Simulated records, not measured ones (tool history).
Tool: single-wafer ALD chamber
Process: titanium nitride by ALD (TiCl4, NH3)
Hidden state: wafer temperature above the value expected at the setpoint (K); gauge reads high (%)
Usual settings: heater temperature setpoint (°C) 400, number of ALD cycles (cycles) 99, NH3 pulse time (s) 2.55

run,hour,heater temperature setpoint (°C),number of ALD cycles (cycles),NH3 pulse time (s),wafers since the last listed run,hours since the last thermocouple change,hours since the showerhead was replaced,hours since the gauge calibration,"read-back reference wafer on the same gauge, thickness_nm",mean film thickness on the monitor wafer (angstrom)
1,0.0,400,114,2.87,0,1373.9,2570.8,8.5,2.264,25.73
2,23.9,400,114,2.87,73,1397.8,2594.7,32.4,2.260,25.60
3,41.2,400,99,2.55,53,1415.1,2612.0,49.7,2.262,22.09
4,71.4,400,99,2.55,93,1445.3,2642.2,79.9,2.262,22.07
5,87.2,400,99,2.55,48,1461.1,2658.0,95.7,2.257,22.14
6,103.3,400,99,2.55,49,1477.2,2674.1,111.8,2.257,22.12
7,136.8,400,99,2.55,103,1510.7,2707.6,145.3,2.254,22.22
8,159.7,400,99,2.55,70,1533.6,2730.5,168.2,2.250,22.07
9,191.6,400,99,2.55,98,1565.5,2762.4,200.1,2.251,22.08
10,221.0,400,99,2.55,90,1594.9,2791.8,229.5,2.249,22.00
11,235.2,400,99,2.55,43,1609.1,2806.0,243.7,2.246,22.11
12,263.7,400,99,2.55,87,1637.6,2834.5,272.2,2.245,22.03
13,293.8,400,99,2.55,92,1667.7,2864.6,302.3,2.244,21.94
14,312.5,400,99,2.55,57,1686.4,2883.3,321.0,2.239,21.91
15,332.6,400,105,1.77,62,1706.5,2903.4,341.1,2.241,22.95
# hour 350.1: thermocouple changed; heater temperature recalibrated
16,362.0,400,99,2.55,66,11.9,2932.8,370.5,2.239,21.91
# hour 376.0: gauge calibrated
# hour 383.1: showerhead replaced
17,389.8,389,111,2.55,61,39.7,6.7,13.8,2.260,24.59
18,418.8,390,80,2.01,89,68.7,35.7,42.8,2.259,17.56
19,445.0,411,108,3.01,80,94.9,61.9,69.0,2.255,24.22
20,461.2,400,109,2.55,50,111.1,78.1,85.2,2.256,24.33
21,480.6,400,113,2.84,59,130.5,97.5,104.6,2.254,25.37
22,509.8,400,99,2.55,90,159.7,126.7,133.8,2.251,22.05
23,545.2,407,116,2.55,109,195.1,162.1,169.2,2.252,25.92
24,564.0,391,86,3.41,58,213.9,180.9,188.0,2.248,19.22
25,586.0,400,114,2.55,67,235.9,202.9,210.0,2.244,25.42
26,611.5,400,99,3.23,78,261.4,228.4,235.5,2.240,22.22
27,647.3,396,87,1.71,110,297.2,264.2,271.3,2.241,18.93
28,667.6,400,99,2.55,62,317.5,284.5,291.6,2.239,21.86
29,695.2,386,81,2.15,85,345.1,312.1,319.2,2.240,17.57

The same runs without the tool's hidden state, with the same run-to-run variation:
run,mean film thickness on the monitor wafer (angstrom)
1,25.69
2,25.58
3,22.09
4,22.08
5,22.16
6,22.15
7,22.27
8,22.14
9,22.17
10,22.12
11,22.23
12,22.17
13,22.10
14,22.09
15,23.15
16,22.12
17,24.60
18,17.58
19,24.27
20,24.39
21,25.45
22,22.14
23,26.05
24,19.33
25,25.59
26,22.37
27,19.09
28,22.06
29,17.74
